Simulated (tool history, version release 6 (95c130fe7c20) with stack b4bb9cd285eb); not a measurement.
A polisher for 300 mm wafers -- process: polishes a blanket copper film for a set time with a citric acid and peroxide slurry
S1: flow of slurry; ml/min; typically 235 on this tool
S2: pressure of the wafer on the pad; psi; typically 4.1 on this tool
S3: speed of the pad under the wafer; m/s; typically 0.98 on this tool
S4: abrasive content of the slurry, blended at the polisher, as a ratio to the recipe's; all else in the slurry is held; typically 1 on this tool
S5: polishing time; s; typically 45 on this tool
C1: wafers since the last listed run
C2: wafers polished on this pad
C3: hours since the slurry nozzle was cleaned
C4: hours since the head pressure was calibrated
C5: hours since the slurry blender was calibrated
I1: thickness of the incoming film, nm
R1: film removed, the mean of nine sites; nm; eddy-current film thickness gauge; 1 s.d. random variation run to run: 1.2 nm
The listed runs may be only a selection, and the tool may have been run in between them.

run   hour   S1   S2    S3    S4  S5    C1    C2     C3     C4     C5      I1     R1
  1      0  235  4.1  0.98     1  45     0  1009   34.7    7.4  198.9  1236.2  112.4
  2   22.7  235  4.1  0.98     1  45   245  1254   57.4   30.1  221.6  1245.8  111.1
      34.1  -- worn pad replaced by a new one
  3   51.6  295  4.1  0.98     1  45   268   189   86.3     59  250.5  1246.3  113.1
  4   81.5  235  4.1  0.98     1  45   322   511  116.2   88.9  280.4  1265.3  107.7
     102.8  -- slurry blender recalibrated
     153.2  -- worn pad replaced by a new one
  5  186.3  235  4.1  0.98     1  45  1066   357    221  193.7   83.5  1234.9  107.8
  6  198.4  235  4.1  0.98     1  33   130   488  233.1  205.8   95.6  1243.5   78.3
  7  224.1  235  4.1  0.98     1  45   277   765  258.8  231.5  121.3  1262.1  106.5
     248.5  -- slurry nozzle cleaned
  8  251.9  235  4.1  0.98   1.1  45   289  1055    3.4  259.3  149.1  1247.6  114.8
     270.9  -- worn pad replaced by a new one
  9  286.8  235  4.1  0.98   1.1  45   333   171   38.3  294.2    184  1243.6  115.8
 10  315.1  235  4.1  1.22     1  54   305   477   66.6  322.5  212.3  1257.4  163.6
 11  330.3  205  4.1  0.98  0.75  45   164   641   81.8  337.7  227.5  1253.5  101.8
 12  365.1  235  4.7  1.08  0.85  51   375  1017  116.6  372.5  262.3  1248.5  147.6
     369.7  -- head pressure recalibrated
     384.4  -- worn pad replaced by a new one
     386.6  -- slurry blender recalibrated
 13  399.4  235  4.1  0.98   0.8  59   284   140  150.9   29.7   12.8  1250.5  136.5
 14  412.5  235  4.1  0.98   1.1  45   141   281    164   42.8   25.9    1271  109.4
 15  447.9  235  4.1  0.98   1.1  38   382   664  199.4   78.2   61.3  1251.4   89.8
 16  482.5  275  3.6  0.98   1.3  56   373  1037    234  112.8   95.9  1265.9  124.5
     486.9  -- worn pad replaced by a new one
     513.6  -- slurry nozzle cleaned
 17    518  235  4.1  0.98     1  45   329   324    4.4  148.3  131.4  1240.1  112.6
 18  551.8  205  4.1  0.98  0.75  45   364   689   38.2  182.1  165.2  1262.2  104.3
 19  580.5  235  4.1  0.98     1  45   309   999   66.9  210.8  193.9  1247.8  108.6

Branching from run 19: 5 alternative next runs. What would each branch give?
  A  580.9  175  4.1  0.98     1  45   4  1003  67.3  211.2  194.3  1266.2   ?
  B  580.9  160  4.1  0.98     1  45   4  1003  67.3  211.2  194.3  1266.2   ?
  C  580.9  270  3.5  0.98  1.25  35   4  1003  67.3  211.2  194.3  1266.2   ?
  D  580.9  260  4.8  0.98     1  45   4  1003  67.3  211.2  194.3  1266.2   ?
  E  580.9  235  4.1  0.98     1  40   4  1003  67.3  211.2  194.3  1266.2   ?

run     R1
  A  103.3
  B  101.9
  C   75.6
  D  126.9
  E   95.5
Take away the tool's hidden state, keep each run's random variation, and the runs would have read:
run     R1
  A  107.9
  B  106.8
  C     78
  D  131.1
  E   98.9

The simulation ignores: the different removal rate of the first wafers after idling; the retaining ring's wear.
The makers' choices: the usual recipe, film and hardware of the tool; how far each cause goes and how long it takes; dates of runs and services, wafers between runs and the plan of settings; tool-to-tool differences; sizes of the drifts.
